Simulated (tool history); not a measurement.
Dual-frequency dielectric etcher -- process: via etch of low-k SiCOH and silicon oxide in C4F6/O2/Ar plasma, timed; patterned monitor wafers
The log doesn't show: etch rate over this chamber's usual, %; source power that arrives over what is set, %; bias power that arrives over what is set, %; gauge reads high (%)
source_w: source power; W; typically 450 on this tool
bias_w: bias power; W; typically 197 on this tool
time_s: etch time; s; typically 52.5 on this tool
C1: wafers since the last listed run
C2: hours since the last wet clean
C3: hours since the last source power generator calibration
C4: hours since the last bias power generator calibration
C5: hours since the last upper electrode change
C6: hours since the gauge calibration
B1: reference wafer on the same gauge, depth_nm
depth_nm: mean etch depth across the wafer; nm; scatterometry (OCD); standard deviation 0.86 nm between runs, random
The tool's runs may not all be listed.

{"run": 1, "hour": 0.0, "source_w": 450, "bias_w": 197, "time_s": 52.5, "C1": 0, "C2": 497, "C3": 1329.6, "C4": 2171.1, "C5": 2845.5, "C6": 293.6, "B1": 128, "depth_nm": 152.4}
{"hour": 45.2, "done": "wet clean of the chamber"}
{"run": 2, "hour": 79.9, "source_w": 450, "bias_w": 197, "time_s": 52.5, "C1": 766, "C2": 34.7, "C3": 1409.5, "C4": 2251, "C5": 2925.4, "C6": 373.5, "B1": 128, "depth_nm": 143.4}
{"run": 3, "hour": 166.1, "source_w": 450, "bias_w": 197, "time_s": 52.5, "C1": 1182, "C2": 120.9, "C3": 1495.7, "C4": 2337.2, "C5": 3011.6, "C6": 459.7, "B1": 128, "depth_nm": 146}
{"run": 4, "hour": 243.9, "source_w": 490, "bias_w": 215, "time_s": 52.5, "C1": 1066, "C2": 198.7, "C3": 1573.5, "C4": 2415, "C5": 3089.4, "C6": 537.5, "B1": 128, "depth_nm": 158.9}
{"run": 5, "hour": 307.2, "source_w": 490, "bias_w": 215, "time_s": 52.5, "C1": 867, "C2": 262, "C3": 1636.8, "C4": 2478.3, "C5": 3152.7, "C6": 600.8, "B1": 128.1, "depth_nm": 159.5}
{"run": 6, "hour": 349.3, "source_w": 450, "bias_w": 197, "time_s": 52.5, "C1": 577, "C2": 304.1, "C3": 1678.9, "C4": 2520.4, "C5": 3194.8, "C6": 642.9, "B1": 127.9, "depth_nm": 147.3}
{"run": 7, "hour": 449.1, "source_w": 450, "bias_w": 197, "time_s": 48.5, "C1": 1368, "C2": 403.9, "C3": 1778.7, "C4": 2620.2, "C5": 3294.6, "C6": 742.7, "B1": 128, "depth_nm": 137.1}
{"hour": 612.3, "done": "upper electrode replaced"}
{"hour": 615.8, "done": "wet clean of the chamber"}
{"run": 8, "hour": 667.7, "source_w": 450, "bias_w": 197, "time_s": 52.5, "C1": 2621, "C2": 51.9, "C3": 1997.3, "C4": 2838.8, "C5": 55.4, "C6": 961.3, "B1": 127.9, "depth_nm": 145.7}
{"run": 9, "hour": 710.9, "source_w": 520, "bias_w": 184, "time_s": 44.5, "C1": 592, "C2": 95.1, "C3": 2040.5, "C4": 2882, "C5": 98.6, "C6": 1004.5, "B1": 128.1, "depth_nm": 131.8}
{"run": 10, "hour": 804.0, "source_w": 520, "bias_w": 197, "time_s": 52.5, "C1": 1276, "C2": 188.2, "C3": 2133.6, "C4": 2975.1, "C5": 191.7, "C6": 1097.6, "B1": 127.8, "depth_nm": 160.6}
{"run": 11, "hour": 845.5, "source_w": 490, "bias_w": 197, "time_s": 52.5, "C1": 569, "C2": 229.7, "C3": 2175.1, "C4": 3016.6, "C5": 233.2, "C6": 1139.1, "B1": 128, "depth_nm": 154.3}
{"hour": 856.2, "done": "gauge calibrated"}
{"hour": 867.0, "done": "bias power generator calibrated"}
{"run": 12, "hour": 885.4, "source_w": 390, "bias_w": 197, "time_s": 52.5, "C1": 492, "C2": 269.6, "C3": 2215, "C4": 18.4, "C5": 273.1, "C6": 29.2, "B1": 128, "depth_nm": 134.7}
{"hour": 954.0, "done": "source power generator calibrated"}
{"run": 13, "hour": 978.6, "source_w": 510, "bias_w": 217, "time_s": 64, "C1": 1223, "C2": 362.8, "C3": 24.6, "C4": 111.6, "C5": 366.3, "C6": 122.4, "B1": 128.1, "depth_nm": 203.7}
{"run": 14, "hour": 1057.6, "source_w": 450, "bias_w": 231, "time_s": 52.5, "C1": 1083, "C2": 441.8, "C3": 103.6, "C4": 190.6, "C5": 445.3, "C6": 201.4, "B1": 128.2, "depth_nm": 156.5}
{"hour": 1101.6, "done": "wet clean of the chamber"}
{"run": 15, "hour": 1120.7, "source_w": 400, "bias_w": 197, "time_s": 52.5, "C1": 536, "C2": 19.1, "C3": 166.7, "C4": 253.7, "C5": 508.4, "C6": 264.5, "B1": 128, "depth_nm": 134.8}
{"run": 16, "hour": 1194.2, "source_w": 450, "bias_w": 197, "time_s": 48.5, "C1": 1007, "C2": 92.6, "C3": 240.2, "C4": 327.2, "C5": 581.9, "C6": 338, "B1": 128, "depth_nm": 135.1}

Branching from run 16: 4 alternative next runs. What would each branch give?
{"run": "A", "hour": 1194.6, "source_w": 450, "bias_w": 197, "time_s": 52.5, "C1": 5, "C2": 93, "C3": 240.6, "C4": 327.6, "C5": 582.3, "C6": 338.4, "B1": "?", "depth_nm": "?"}
{"run": "B", "hour": 1194.6, "source_w": 450, "bias_w": 241, "time_s": 42, "C1": 5, "C2": 93, "C3": 240.6, "C4": 327.6, "C5": 582.3, "C6": 338.4, "B1": "?", "depth_nm": "?"}
{"run": "C", "hour": 1194.6, "source_w": 530, "bias_w": 158, "time_s": 63, "C1": 5, "C2": 93, "C3": 240.6, "C4": 327.6, "C5": 582.3, "C6": 338.4, "B1": "?", "depth_nm": "?"}
{"run": "D", "hour": 1194.6, "source_w": 360, "bias_w": 182, "time_s": 52.5, "C1": 5, "C2": 93, "C3": 240.6, "C4": 327.6, "C5": 582.3, "C6": 338.4, "B1": "?", "depth_nm": "?"}

run=A B1=127.9 depth_nm=145.6
run=B B1=127.9 depth_nm=123.1
run=C B1=127.9 depth_nm=182.3
run=D B1=127.9 depth_nm=122.8
Without the tool's hidden state the same runs would have given:
run=A depth_nm=144.2
run=B depth_nm=122
run=C depth_nm=180.5
run=D depth_nm=121.6
